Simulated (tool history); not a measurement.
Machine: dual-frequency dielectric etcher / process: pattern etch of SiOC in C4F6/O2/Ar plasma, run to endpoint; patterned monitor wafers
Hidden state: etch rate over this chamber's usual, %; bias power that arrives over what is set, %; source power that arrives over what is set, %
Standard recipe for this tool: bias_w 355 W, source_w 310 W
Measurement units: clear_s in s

run	hour	bias_w	source_w	wafers since the last listed run	hours since the last wet clean	hours since the last bias power generator calibration	hours since the last source power generator calibration	hours since the last upper electrode change	incoming incoming film thickness, nm	clear_s
1	0	423	310	0	516.9	2538.5	4041.6	5150.2	39.27	15.5
2	16.9	355	310	401	533.8	2555.4	4058.5	5167.1	39.41	16.3
3	30.3	355	310	318	547.2	2568.8	4071.9	5180.5	39.1	16.2
4	47.6	355	350	411	564.5	2586.1	4089.2	5197.8	39.05	15.3
5	57.4	355	350	233	574.3	2595.9	4099	5207.6	39.32	15.5
6	72.7	355	350	363	589.6	2611.2	4114.3	5222.9	39.37	15.5
7	84.8	355	270	287	601.7	2623.3	4126.4	5235	39.34	17
8	101.8	355	310	404	618.7	2640.3	4143.4	5252	39.18	16
9	114.9	355	310	311	631.8	2653.4	4156.5	5265.1	38.93	16.1
10	123.4	355	310	202	640.3	2661.9	4165	5273.6	38.7	15.9
11	131.7	355	310	197	648.6	2670.2	4173.3	5281.9	39.01	16.1
# hour 168.8: upper electrode replaced
# hour 174.1: wet clean of the chamber
12	174.6	303	270	324	0.5	2713.1	4216.2	5.8	39.34	18.3
13	174.9	332	310	7	0.8	2713.4	4216.5	6.1	39.16	16.8
14	175.2	377	260	7	1.1	2713.7	4216.8	6.4	39.38	17.4
15	189	427	340	328	14.9	2727.5	4230.6	20.2	38.99	14.9
# hour 197.8: source power generator calibrated
16	206.6	301	260	323	32.5	2745.1	8.8	37.8	39.17	18.5
17	220	290	270	318	45.9	2758.5	22.2	51.2	39.01	18.3
18	237.4	412	310	413	63.3	2775.9	39.6	68.6	38.93	15.6
19	253.9	355	330	392	79.8	2792.4	56.1	85.1	39.18	16.2
20	267.7	308	350	328	93.6	2806.2	69.9	98.9	39.33	16.4
21	275.9	318	310	195	101.8	2814.4	78.1	107.1	39	17
22	282.4	440	310	154	108.3	2820.9	84.6	113.6	39.16	15.5
23	292.3	355	310	235	118.2	2830.8	94.5	123.5	39.15	16.4
24	298.8	299	290	154	124.7	2837.3	101	130	38.72	17.5
25	312.2	355	310	318	138.1	2850.7	114.4	143.4	39.14	16.3
# hour 331.3: bias power generator calibrated
26	331.8	355	310	371	157.7	0.5	134	163	38.95	16.4
27	337.2	306	250	128	163.1	5.9	139.4	168.4	39.49	18.7
28	346.9	401	240	230	172.8	15.6	149.1	178.1	39.25	17.5
29	359.1	300	310	290	185	27.8	161.3	190.3	39.46	17.2
30	375.2	301	270	382	201.1	43.9	177.4	206.4	39.36	18.2
31	382.1	355	310	164	208	50.8	184.3	213.3	39.21	16.4
32	422.5	321	350	960	248.4	91.2	224.7	253.7	39.06	16
33	440.3	396	230	423	266.2	109	242.5	271.5	38.93	17.5
34	453.3	355	370	309	279.2	122	255.5	284.5	39.76	15.4

Here are 5 independent what-if runs from the current tool condition. What would each one return?
A	453.7	312	310	9	279.6	122.4	255.9	284.9	39.41	?
B	453.7	332	370	9	279.6	122.4	255.9	284.9	39.41	?
C	453.7	426	250	9	279.6	122.4	255.9	284.9	39.41	?
D	453.7	411	350	9	279.6	122.4	255.9	284.9	39.41	?
E	453.7	300	370	9	279.6	122.4	255.9	284.9	39.41	?

run	clear_s
A	17.1
B	15.7
C	17
D	15.1
E	16.2
With the hidden condition removed and each run's random variation left untouched, the same runs would have given:
run	clear_s
A	17.3
B	15.9
C	17.1
D	15.3
E	16.4

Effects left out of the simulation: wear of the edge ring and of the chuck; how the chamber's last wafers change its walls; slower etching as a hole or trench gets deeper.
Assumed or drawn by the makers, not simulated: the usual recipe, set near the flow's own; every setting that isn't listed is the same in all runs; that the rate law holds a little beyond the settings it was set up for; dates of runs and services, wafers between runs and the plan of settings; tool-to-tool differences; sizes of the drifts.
